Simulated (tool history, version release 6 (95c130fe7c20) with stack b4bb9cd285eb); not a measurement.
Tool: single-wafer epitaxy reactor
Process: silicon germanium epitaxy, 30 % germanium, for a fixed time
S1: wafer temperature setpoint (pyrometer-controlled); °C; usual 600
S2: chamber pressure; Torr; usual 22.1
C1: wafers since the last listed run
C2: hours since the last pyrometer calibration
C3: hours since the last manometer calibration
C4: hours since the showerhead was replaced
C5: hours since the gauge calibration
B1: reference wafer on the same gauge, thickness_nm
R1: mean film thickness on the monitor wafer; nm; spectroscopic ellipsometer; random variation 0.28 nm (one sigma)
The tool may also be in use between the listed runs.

run	hour	S1	S2	C1	C2	C3	C4	C5	B1	R1
1	0	593	20.8	0	1259.3	1141.6	1004.5	1043.6	71.241	51.853
2	63	593	20.8	777	1322.3	1204.6	1067.5	1106.6	71.229	52.111
3	136.2	593	20.8	902	1395.5	1277.8	1140.7	1179.8	71.262	51.539
4	229.9	600	17.7	1155	1489.2	1371.5	1234.4	1273.5	71.27	54.932
5	336.6	592	22.1	1316	1595.9	1478.2	1341.1	1380.2	71.139	51.3
6	385.9	592	22.1	608	1645.2	1527.5	1390.4	1429.5	71.146	51.666
7	429.8	600	22.1	541	1689.1	1571.4	1434.3	1473.4	71.222	58.542
8	469.6	600	22.1	490	1728.9	1611.2	1474.1	1513.2	71.215	58.484
9	535.8	600	22.1	816	1795.1	1677.4	1540.3	1579.4	71.21	58.505
10	612.3	600	22.1	943	1871.6	1753.9	1616.8	1655.9	71.179	58.071
11	681.3	600	22.1	851	1940.6	1822.9	1685.8	1724.9	71.223	58.015
12	721.9	600	22.1	500	1981.2	1863.5	1726.4	1765.5	71.251	58.118
13	791	600	23.7	852	2050.3	1932.6	1795.5	1834.6	71.085	59.546
14	843.1	600	23.7	642	2102.4	1984.7	1847.6	1886.7	71.176	59.223
15	920.8	600	22.1	958	2180.1	2062.4	1925.3	1964.4	71.185	57.722
16	992.7	600	22.1	886	2252	2134.3	1997.2	2036.3	71.177	57.278
17	1089.4	588	19.7	1192	2348.7	2231	2093.9	2133	71.12	45.651
# hour 1138.9: showerhead replaced
18	1145	595	22.1	587	2404.3	2286.6	6.1	2188.6	71.097	53.227
19	1209.3	586	24.3	793	2468.6	2350.9	70.4	2252.9	71.32	46.881
# hour 1291.7: gauge calibrated
20	1295.4	600	22.1	1061	2554.7	2437	156.5	3.7	71.158	57.5
21	1343.2	604	22.1	589	2602.5	2484.8	204.3	51.5	71.24	60.858
22	1434.1	593	17.2	1121	2693.4	2575.7	295.2	142.4	71.116	47.745
23	1489	594	22.1	677	2748.3	2630.6	350.1	197.3	71.279	51.694
24	1539.1	600	24.3	617	2798.4	2680.7	400.2	247.4	71.284	59.109
# hour 1599.4: pyrometer calibrated
25	1628.2	612	20.5	1000	28.8	2769.8	489.3	336.5	71.11	71.548
# hour 1765.4: capacitance manometer re-zeroed and calibrated
26	1784	606	26.9	1823	184.6	18.6	645.1	492.3	71.236	70.152
27	1823.8	592	17.6	490	224.4	58.4	684.9	532.1	71.184	48.736
28	1915	594	18.9	1124	315.6	149.6	776.1	623.3	71.063	51.596
29	1962.5	600	19.1	585	363.1	197.1	823.6	670.8	71.154	56.645
30	2020.2	600	22.1	711	420.8	254.8	881.3	728.5	71.228	59.816
31	2113.2	600	22.1	1147	513.8	347.8	974.3	821.5	71.188	59.72
32	2155.6	588	19.3	522	556.2	390.2	1016.7	863.9	71.162	46.39
33	2233.1	609	17	955	633.7	467.7	1094.2	941.4	71.221	63.061
34	2281.8	600	22.1	600	682.4	516.4	1142.9	990.1	71.228	59.05
35	2354.6	594	26.2	897	755.2	589.2	1215.7	1062.9	71.301	56.882

Forecast each of these 4 alternatives for the next run:
A	2355	591	22.1	4	755.6	589.6	1216.1	1063.3	?	?
B	2355	610	24.7	4	755.6	589.6	1216.1	1063.3	?	?
C	2355	591	24.1	4	755.6	589.6	1216.1	1063.3	?	?
D	2355	608	24.2	4	755.6	589.6	1216.1	1063.3	?	?

run	B1	R1
A	71.145	51.57
B	71.145	72.6
C	71.145	53.022
D	71.145	69.87
Without the tool's hidden state the same runs would have given:
run	R1
A	53.173
B	74.77
C	54.67
D	71.968

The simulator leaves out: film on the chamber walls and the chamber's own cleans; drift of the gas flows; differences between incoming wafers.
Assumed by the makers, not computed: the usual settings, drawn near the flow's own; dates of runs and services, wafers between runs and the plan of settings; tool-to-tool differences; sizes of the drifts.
